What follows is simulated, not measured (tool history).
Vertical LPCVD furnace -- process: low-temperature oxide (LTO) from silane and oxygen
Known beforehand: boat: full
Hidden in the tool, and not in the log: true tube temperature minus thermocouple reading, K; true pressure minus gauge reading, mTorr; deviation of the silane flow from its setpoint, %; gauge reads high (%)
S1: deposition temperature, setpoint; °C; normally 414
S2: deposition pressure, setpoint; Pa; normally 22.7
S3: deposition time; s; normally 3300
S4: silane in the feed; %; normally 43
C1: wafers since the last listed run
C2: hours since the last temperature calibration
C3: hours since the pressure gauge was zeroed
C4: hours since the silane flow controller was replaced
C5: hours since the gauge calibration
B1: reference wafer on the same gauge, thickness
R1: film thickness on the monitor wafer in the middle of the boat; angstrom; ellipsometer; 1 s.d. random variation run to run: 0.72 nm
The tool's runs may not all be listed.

run 1 hour=0 | S1=414 S2=22.7 S3=4140 S4=37 | C1=0 C2=2127.5 C3=3601.5 C4=1668.8 C5=79.2 | B1=397.7 | R1=4841.8
run 2 hour=12.2 | S1=414 S2=22.7 S3=4140 S4=37 | C1=220 C2=2139.7 C3=3613.7 C4=1681 C5=91.4 | B1=397.92 | R1=4828.2
run 3 hour=45.3 | S1=414 S2=22.7 S3=4140 S4=37 | C1=597 C2=2172.8 C3=3646.8 C4=1714.1 C5=124.5 | B1=397.78 | R1=4836.1
run 4 hour=73.9 | S1=414 S2=26 S3=2700 S4=43 | C1=516 C2=2201.4 C3=3675.4 C4=1742.7 C5=153.1 | B1=397.76 | R1=4326
run 5 hour=100.9 | S1=414 S2=26 S3=2700 S4=43 | C1=487 C2=2228.4 C3=3702.4 C4=1769.7 C5=180.1 | B1=397.96 | R1=4333.9
run 6 hour=131.2 | S1=414 S2=26 S3=2700 S4=43 | C1=547 C2=2258.7 C3=3732.7 C4=1800 C5=210.4 | B1=398.18 | R1=4330.2
run 7 hour=157.5 | S1=414 S2=22.7 S3=3300 S4=49 | C1=474 C2=2285 C3=3759 C4=1826.3 C5=236.7 | B1=397.96 | R1=5174.3
-- hour=188.6 silane flow controller replaced
run 8 hour=191.5 | S1=414 S2=22.7 S3=3300 S4=49 | C1=180 C2=2319 C3=3793 C4=2.9 C5=270.7 | B1=397.74 | R1=5177.1
run 9 hour=223.4 | S1=408 S2=22.7 S3=3300 S4=37 | C1=576 C2=2350.9 C3=3824.9 C4=34.8 C5=302.6 | B1=397.88 | R1=3610.9
-- hour=223.9 gauge calibrated
run 10 hour=245 | S1=414 S2=22.7 S3=3300 S4=43 | C1=390 C2=2372.5 C3=3846.5 C4=56.4 C5=21.1 | B1=398.09 | R1=4590.5
run 11 hour=259.6 | S1=414 S2=22.7 S3=3930 S4=46 | C1=263 C2=2387.1 C3=3861.1 C4=71 C5=35.7 | B1=398.07 | R1=5809.9
-- hour=305.5 thermocouples replaced and temperature profile calibrated
-- hour=325.7 pressure gauge zeroed
run 12 hour=326.2 | S1=414 S2=26 S3=2700 S4=43 | C1=404 C2=20.7 C3=0.5 C4=137.6 C5=102.3 | B1=397.82 | R1=4525.1
run 13 hour=330.1 | S1=423 S2=22.7 S3=3300 S4=43 | C1=70 C2=24.6 C3=4.4 C4=141.5 C5=106.2 | B1=397.87 | R1=5269.5
run 14 hour=334 | S1=414 S2=25.3 S3=3300 S4=46 | C1=70 C2=28.5 C3=8.3 C4=145.4 C5=110.1 | B1=397.6 | R1=5757.1
run 15 hour=363.4 | S1=414 S2=25.3 S3=3300 S4=43 | C1=530 C2=57.9 C3=37.7 C4=174.8 C5=139.5 | B1=397.9 | R1=5373.1
run 16 hour=393.2 | S1=414 S2=22.7 S3=3300 S4=43 | C1=538 C2=87.7 C3=67.5 C4=204.6 C5=169.3 | B1=397.98 | R1=4806.4
run 17 hour=412.6 | S1=414 S2=22.7 S3=2610 S4=38 | C1=350 C2=107.1 C3=86.9 C4=224 C5=188.7 | B1=398.1 | R1=3302.9
run 18 hour=438.5 | S1=411 S2=20.7 S3=2640 S4=46 | C1=467 C2=133 C3=112.8 C4=249.9 C5=214.6 | B1=398.05 | R1=3630.9

Here are 5 independent what-if runs from the current tool condition. What would each one return?
run A hour=442.5 | S1=414 S2=22.7 S3=4500 S4=43 | C1=72 C2=137 C3=116.8 C4=253.9 C5=218.6 | B1=? | R1=?
run B hour=442.5 | S1=414 S2=19.3 S3=3300 S4=43 | C1=72 C2=137 C3=116.8 C4=253.9 C5=218.6 | B1=? | R1=?
run C hour=442.5 | S1=414 S2=22.7 S3=2490 S4=46 | C1=72 C2=137 C3=116.8 C4=253.9 C5=218.6 | B1=? | R1=?
run D hour=442.5 | S1=420 S2=21.3 S3=3660 S4=43 | C1=72 C2=137 C3=116.8 C4=253.9 C5=218.6 | B1=? | R1=?
run E hour=442.5 | S1=414 S2=22.7 S3=3300 S4=38 | C1=72 C2=137 C3=116.8 C4=253.9 C5=218.6 | B1=? | R1=?

run=A B1=398.18 R1=6539
run=B B1=398.18 R1=4084.8
run=C B1=398.18 R1=3867.9
run=D B1=398.18 R1=5315
run=E B1=398.18 R1=4171.2
Had the tool no hidden state, the same runs would have come out as:
run=A R1=6588
run=B R1=4120.7
run=C R1=3896.8
run=D R1=5357.3
run=E R1=4202.5
